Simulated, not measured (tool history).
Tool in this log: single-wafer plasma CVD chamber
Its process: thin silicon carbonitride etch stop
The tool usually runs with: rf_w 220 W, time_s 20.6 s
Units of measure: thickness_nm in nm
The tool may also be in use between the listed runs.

run     day  rf_w  time_s  wafers since the last listed run  hours since the last thermocouple change  hours since the last RF generator calibration  hours since the showerhead was replaced  hours since the gauge calibration  read-back reference wafer on the same gauge, thickness_nm  thickness_nm
  1       0   190    21.5                                 0                                     966.2                                          732.8                                   7067.2                              211.5                                                     13.099        12.834
  2   3.438   190    21.5                              1578                                    1048.7                                          815.3                                   7149.7                                294                                                     13.112        12.784
  3   5.433   230    20.6                               916                                    1096.6                                          863.2                                   7197.6                              341.9                                                     13.102         13.07
  4   7.279   230    20.6                               847                                    1140.9                                          907.5                                   7241.9                              386.2                                                     13.125        13.011
  5  11.233   230    20.6                              1816                                    1235.8                                         1002.4                                   7336.8                              481.1                                                     13.076        13.058
  6  13.479   220    22.7                              1031                                    1289.7                                         1056.3                                   7390.7                                535                                                     13.112        14.175
  7  16.754   220    22.7                              1504                                    1368.3                                         1134.9                                   7469.3                              613.6                                                     13.093         14.16
  8    20.2   180    20.6                              1582                                      1451                                         1217.6                                     7552                              696.3                                                     13.104        11.975
  9  22.683   180      17                              1140                                    1510.6                                         1277.2                                   7611.6                              755.9                                                     13.116         9.918
 10  24.925   235    22.8                              1029                                    1564.4                                           1331                                   7665.4                              809.7                                                     13.083        14.588
     26.196  -- RF generator calibrated
     27.279  -- gauge calibrated
 11  27.412   255    22.7                               989                                    1624.1                                           29.2                                   7725.1                                3.2                                                      13.08        14.918
     28.746  -- showerhead replaced
 12  29.921   220    20.6                               998                                    1684.3                                           89.4                                     28.2                               63.4                                                     13.086        12.852
     30.525  -- thermocouple changed; heater temperature recalibrated
 13  34.225   200    19.5                              1823                                      88.8                                          192.7                                    131.5                              166.7                                                     13.122        11.822
 14  38.654   180    17.1                              2034                                     195.1                                            299                                    237.8                                273                                                     13.081        10.012
 15  40.562   220    20.6                               876                                     240.9                                          344.8                                    283.6                              318.8                                                     13.099        12.888

What differs in the tool's unlogged condition from the final listed run ahead of each entry between runs to the first listed run following it?
From run 10 to run 11: RF generator calibrated (day 26.196); gauge calibrated (day 27.279)
  no difference in the tool's unlogged condition between these two runs
From run 11 to run 12: showerhead replaced (day 28.746)
  no difference in the tool's unlogged condition between these two runs
From run 12 to run 13: thermocouple changed; heater temperature recalibrated (day 30.525)
  no difference in the tool's unlogged condition between these two runs
